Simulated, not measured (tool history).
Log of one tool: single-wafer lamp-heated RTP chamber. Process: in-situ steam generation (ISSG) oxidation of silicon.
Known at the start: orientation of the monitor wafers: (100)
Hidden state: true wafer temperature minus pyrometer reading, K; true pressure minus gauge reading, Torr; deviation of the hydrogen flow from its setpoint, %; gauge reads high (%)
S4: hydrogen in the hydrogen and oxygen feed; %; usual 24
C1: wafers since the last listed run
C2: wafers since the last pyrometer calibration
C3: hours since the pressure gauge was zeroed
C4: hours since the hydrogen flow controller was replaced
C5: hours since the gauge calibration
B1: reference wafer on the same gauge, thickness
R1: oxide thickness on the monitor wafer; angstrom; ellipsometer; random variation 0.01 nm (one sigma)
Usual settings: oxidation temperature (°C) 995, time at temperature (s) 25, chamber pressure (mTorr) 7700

Run 1, hour 0: usual settings but chamber pressure (mTorr) 8700, S4 20 %; C1 0; C2 2819; C3 2917.7; C4 2499.6; C5 179.8; B1 7.514. Result: R1 65.64 angstrom.
Run 2, hour 21.2: usual settings but chamber pressure (mTorr) 8700, S4 20 %; C1 238; C2 3058; C3 2938.9; C4 2520.8; C5 201; B1 7.511. Result: R1 65.6 angstrom.
Run 3, hour 46.8: usual settings but chamber pressure (mTorr) 8700, S4 20 %; C1 288; C2 3346; C3 2964.5; C4 2546.4; C5 226.6; B1 7.51. Result: R1 65.73 angstrom.
Run 4, hour 79.6: usual settings; C1 369; C2 3715; C3 2997.3; C4 2579.2; C5 259.4; B1 7.51. Result: R1 68.95 angstrom.
Run 5, hour 97.3: usual settings; C1 199; C2 3914; C3 3015; C4 2596.9; C5 277.1; B1 7.509. Result: R1 68.8 angstrom.
Run 6, hour 111.7: usual settings; C1 162; C2 4077; C3 3029.4; C4 2611.3; C5 291.5; B1 7.509. Result: R1 68.93 angstrom.
Run 7, hour 141.3: usual settings; C1 333; C2 4410; C3 3059; C4 2640.9; C5 321.1; B1 7.51. Result: R1 69.01 angstrom.
Run 8, hour 161.8: usual settings; C1 230; C2 4641; C3 3079.5; C4 2661.4; C5 341.6; B1 7.513. Result: R1 69.25 angstrom.
Run 9, hour 187.6: usual settings; C1 290; C2 4931; C3 3105.3; C4 2687.2; C5 367.4; B1 7.509. Result: R1 69.38 angstrom.
Run 10, hour 217: usual settings; C1 331; C2 5262; C3 3134.7; C4 2716.6; C5 396.8; B1 7.513. Result: R1 69.41 angstrom.
At hour 239.9: gauge calibrated.
At hour 260.1: pyrometer window cleaned and pyrometer calibrated.
At hour 267.5: pressure gauge zeroed.
Run 11, hour 273: usual settings; C1 457; C2 62; C3 5.5; C4 2772.6; C5 33.1; B1 7.508. Result: R1 67.85 angstrom.
Run 12, hour 301.9: usual settings but chamber pressure (mTorr) 8800; C1 325; C2 387; C3 34.4; C4 2801.5; C5 62; B1 7.51. Result: R1 67.55 angstrom.
At hour 313.4: hydrogen flow controller replaced.
Run 13, hour 327.1: usual settings but oxidation temperature (°C) 1013, time at temperature (s) 15, chamber pressure (mTorr) 8400, S4 18 %; C1 193; C2 581; C3 59.6; C4 13.7; C5 87.2; B1 7.511. Result: R1 53.93 angstrom.
Run 14, hour 350.4: usual settings but oxidation temperature (°C) 1013, time at temperature (s) 34, chamber pressure (mTorr) 6900, S4 17 %; C1 262; C2 843; C3 82.9; C4 37; C5 110.5; B1 7.511. Result: R1 79.38 angstrom.
Run 15, hour 378.6: usual settings but chamber pressure (mTorr) 8800, S4 15 %; C1 317; C2 1161; C3 111.1; C4 65.2; C5 138.7; B1 7.512. Result: R1 61.09 angstrom.
Run 16, hour 402.7: usual settings but oxidation temperature (°C) 988, time at temperature (s) 33, chamber pressure (mTorr) 8200, S4 31 %; C1 271; C2 1432; C3 135.2; C4 89.3; C5 162.8; B1 7.511. Result: R1 80.45 angstrom.
Run 17, hour 434.6: usual settings but time at temperature (s) 22, chamber pressure (mTorr) 7300; C1 359; C2 1791; C3 167.1; C4 121.2; C5 194.7; B1 7.509. Result: R1 64.28 angstrom.
Run 18, hour 466: usual settings but oxidation temperature (°C) 988, time at temperature (s) 33, chamber pressure (mTorr) 8200, S4 31 %; C1 353; C2 2145; C3 198.5; C4 152.6; C5 226.1; B1 7.509. Result: R1 80.59 angstrom.
Run 19, hour 482.7: usual settings but time at temperature (s) 31, chamber pressure (mTorr) 7000; C1 188; C2 2333; C3 215.2; C4 169.3; C5 242.8; B1 7.508. Result: R1 76.1 angstrom.
Run 20, hour 499.9: usual settings but chamber pressure (mTorr) 7300, S4 19 %; C1 193; C2 2526; C3 232.4; C4 186.5; C5 260; B1 7.512. Result: R1 64.82 angstrom.
Run 21, hour 512.5: usual settings but chamber pressure (mTorr) 8700, S4 20 %; C1 141; C2 2668; C3 245; C4 199.1; C5 272.6; B1 7.508. Result: R1 65.53 angstrom.
Run 22, hour 527.1: usual settings; C1 164; C2 2833; C3 259.6; C4 213.7; C5 287.2; B1 7.509. Result: R1 68.62 angstrom.
Run 23, hour 550.3: usual settings but time at temperature (s) 21, chamber pressure (mTorr) 8600; C1 261; C2 3094; C3 282.8; C4 236.9; C5 310.4; B1 7.512. Result: R1 63.05 angstrom.

Forecast each of these 5 alternatives for the next run:
Run A, hour 550.7: usual settings; C1 4; C2 3098; C3 283.2; C4 237.3; C5 310.8; B1 ?. Result: R1 ?.
Run B, hour 550.7: usual settings but time at temperature (s) 30, S4 16 %; C1 4; C2 3098; C3 283.2; C4 237.3; C5 310.8; B1 ?. Result: R1 ?.
Run C, hour 550.7: usual settings but time at temperature (s) 33; C1 4; C2 3098; C3 283.2; C4 237.3; C5 310.8; B1 ?. Result: R1 ?.
Run D, hour 550.7: usual settings but time at temperature (s) 31; C1 4; C2 3098; C3 283.2; C4 237.3; C5 310.8; B1 ?. Result: R1 ?.
Run E, hour 550.7: usual settings but oxidation temperature (°C) 984, time at temperature (s) 19, S4 17 %; C1 4; C2 3098; C3 283.2; C4 237.3; C5 310.8; B1 ?. Result: R1 ?.

run     B1     R1
  A  7.507  68.74
  B  7.507   68.6
  C  7.507  78.75
  D  7.507  76.33
  E  7.507  53.43
Without the tool's hidden state the same runs would have given:
run     R1
  A  67.77
  B   67.6
  C  77.58
  D   75.2
  E  52.79

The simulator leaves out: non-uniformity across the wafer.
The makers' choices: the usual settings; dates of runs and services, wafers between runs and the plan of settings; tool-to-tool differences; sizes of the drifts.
